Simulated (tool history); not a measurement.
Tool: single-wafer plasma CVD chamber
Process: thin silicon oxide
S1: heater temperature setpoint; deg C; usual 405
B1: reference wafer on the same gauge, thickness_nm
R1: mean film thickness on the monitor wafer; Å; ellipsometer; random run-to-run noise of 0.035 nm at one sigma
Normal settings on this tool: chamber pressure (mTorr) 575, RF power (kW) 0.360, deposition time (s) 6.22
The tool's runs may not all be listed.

{"run": 1, "hour": 0.0, "S1": 405, "chamber pressure (mTorr)": 575, "RF power (kW)": 0.36, "deposition time (s)": 5.73, "B1": 7.401, "R1": 78.46}
{"run": 2, "hour": 84.9, "S1": 394, "chamber pressure (mTorr)": 575, "RF power (kW)": 0.36, "deposition time (s)": 6.22, "B1": 7.409, "R1": 85.79}
{"run": 3, "hour": 169.5, "S1": 394, "chamber pressure (mTorr)": 575, "RF power (kW)": 0.36, "deposition time (s)": 6.22, "B1": 7.412, "R1": 85.77}
{"run": 4, "hour": 272.8, "S1": 405, "chamber pressure (mTorr)": 575, "RF power (kW)": 0.36, "deposition time (s)": 6.22, "B1": 7.417, "R1": 85.08}
{"run": 5, "hour": 336.4, "S1": 405, "chamber pressure (mTorr)": 575, "RF power (kW)": 0.36, "deposition time (s)": 6.22, "B1": 7.41, "R1": 85.41}
{"hour": 385.0, "done": "RF generator calibrated"}
{"run": 6, "hour": 430.4, "S1": 405, "chamber pressure (mTorr)": 575, "RF power (kW)": 0.36, "deposition time (s)": 6.22, "B1": 7.405, "R1": 84.97}
{"run": 7, "hour": 524.9, "S1": 405, "chamber pressure (mTorr)": 575, "RF power (kW)": 0.36, "deposition time (s)": 6.22, "B1": 7.408, "R1": 85.07}
{"run": 8, "hour": 575.2, "S1": 405, "chamber pressure (mTorr)": 575, "RF power (kW)": 0.36, "deposition time (s)": 6.22, "B1": 7.415, "R1": 84.77}
{"hour": 598.0, "done": "gauge calibrated"}
{"run": 9, "hour": 653.9, "S1": 405, "chamber pressure (mTorr)": 575, "RF power (kW)": 0.36, "deposition time (s)": 6.22, "B1": 7.409, "R1": 85.22}
{"run": 10, "hour": 728.5, "S1": 405, "chamber pressure (mTorr)": 575, "RF power (kW)": 0.36, "deposition time (s)": 6.22, "B1": 7.416, "R1": 85.21}
{"hour": 807.8, "done": "showerhead replaced"}
{"run": 11, "hour": 808.3, "S1": 405, "chamber pressure (mTorr)": 575, "RF power (kW)": 0.36, "deposition time (s)": 6.22, "B1": 7.417, "R1": 85.42}
{"run": 12, "hour": 855.6, "S1": 395, "chamber pressure (mTorr)": 575, "RF power (kW)": 0.3, "deposition time (s)": 6.83, "B1": 7.409, "R1": 84.57}
{"run": 13, "hour": 905.4, "S1": 397, "chamber pressure (mTorr)": 639, "RF power (kW)": 0.31, "deposition time (s)": 6.22, "B1": 7.404, "R1": 87.47}
{"run": 14, "hour": 992.0, "S1": 391, "chamber pressure (mTorr)": 637, "RF power (kW)": 0.38, "deposition time (s)": 6.22, "B1": 7.422, "R1": 97.87}
{"hour": 1021.0, "done": "capacitance manometer re-zeroed and calibrated"}
{"run": 15, "hour": 1072.7, "S1": 393, "chamber pressure (mTorr)": 575, "RF power (kW)": 0.4, "deposition time (s)": 6.22, "B1": 7.412, "R1": 89.51}
{"run": 16, "hour": 1143.6, "S1": 409, "chamber pressure (mTorr)": 575, "RF power (kW)": 0.36, "deposition time (s)": 5.03, "B1": 7.414, "R1": 68.72}
{"run": 17, "hour": 1200.5, "S1": 411, "chamber pressure (mTorr)": 523, "RF power (kW)": 0.36, "deposition time (s)": 5.38, "B1": 7.413, "R1": 66.64}
{"run": 18, "hour": 1307.2, "S1": 405, "chamber pressure (mTorr)": 575, "RF power (kW)": 0.425, "deposition time (s)": 6.22, "B1": 7.422, "R1": 91.95}
{"hour": 1353.2, "done": "thermocouple changed; heater temperature recalibrated"}
{"run": 19, "hour": 1359.4, "S1": 413, "chamber pressure (mTorr)": 575, "RF power (kW)": 0.36, "deposition time (s)": 6.22, "B1": 7.409, "R1": 84.67}
{"run": 20, "hour": 1421.0, "S1": 405, "chamber pressure (mTorr)": 520, "RF power (kW)": 0.295, "deposition time (s)": 5.9, "B1": 7.422, "R1": 65.2}
{"run": 21, "hour": 1480.8, "S1": 401, "chamber pressure (mTorr)": 485, "RF power (kW)": 0.31, "deposition time (s)": 7.18, "B1": 7.411, "R1": 76.88}
{"run": 22, "hour": 1584.8, "S1": 405, "chamber pressure (mTorr)": 716, "RF power (kW)": 0.36, "deposition time (s)": 6.22, "B1": 7.409, "R1": 105.76}
{"run": 23, "hour": 1657.6, "S1": 395, "chamber pressure (mTorr)": 616, "RF power (kW)": 0.295, "deposition time (s)": 5.81, "B1": 7.411, "R1": 77.02}
{"run": 24, "hour": 1762.3, "S1": 397, "chamber pressure (mTorr)": 639, "RF power (kW)": 0.31, "deposition time (s)": 6.22, "B1": 7.421, "R1": 87.58}
{"run": 25, "hour": 1824.0, "S1": 405, "chamber pressure (mTorr)": 575, "RF power (kW)": 0.36, "deposition time (s)": 6.22, "B1": 7.405, "R1": 85.23}
{"run": 26, "hour": 1872.6, "S1": 410, "chamber pressure (mTorr)": 463, "RF power (kW)": 0.36, "deposition time (s)": 7.03, "B1": 7.409, "R1": 76.9}
{"run": 27, "hour": 1938.6, "S1": 393, "chamber pressure (mTorr)": 657, "RF power (kW)": 0.335, "deposition time (s)": 6.65, "B1": 7.413, "R1": 100.75}
{"run": 28, "hour": 2019.1, "S1": 405, "chamber pressure (mTorr)": 575, "RF power (kW)": 0.36, "deposition time (s)": 6.22, "B1": 7.41, "R1": 84.53}

Predict each of these 5 candidate next runs independently; none follows another, all start after run 28:
{"run": "A", "hour": 2019.5, "S1": 405, "chamber pressure (mTorr)": 575, "RF power (kW)": 0.36, "deposition time (s)": 6.22, "B1": "?", "R1": "?"}
{"run": "B", "hour": 2019.5, "S1": 414, "chamber pressure (mTorr)": 440, "RF power (kW)": 0.43, "deposition time (s)": 5.73, "B1": "?", "R1": "?"}
{"run": "C", "hour": 2019.5, "S1": 405, "chamber pressure (mTorr)": 575, "RF power (kW)": 0.305, "deposition time (s)": 7.17, "B1": "?", "R1": "?"}
{"run": "D", "hour": 2019.5, "S1": 418, "chamber pressure (mTorr)": 575, "RF power (kW)": 0.36, "deposition time (s)": 7.26, "B1": "?", "R1": "?"}
{"run": "E", "hour": 2019.5, "S1": 405, "chamber pressure (mTorr)": 498, "RF power (kW)": 0.36, "deposition time (s)": 6.64, "B1": "?", "R1": "?"}

run=A B1=7.406 R1=84.65
run=B B1=7.406 R1=64.17
run=C B1=7.406 R1=89.08
run=D B1=7.406 R1=98.04
run=E B1=7.406 R1=78.16
Stripped of hidden state, with their random variation kept, the same runs would have yielded:
run=A R1=84.65
run=B R1=64.17
run=C R1=89.08
run=D R1=98.04
run=E R1=78.16

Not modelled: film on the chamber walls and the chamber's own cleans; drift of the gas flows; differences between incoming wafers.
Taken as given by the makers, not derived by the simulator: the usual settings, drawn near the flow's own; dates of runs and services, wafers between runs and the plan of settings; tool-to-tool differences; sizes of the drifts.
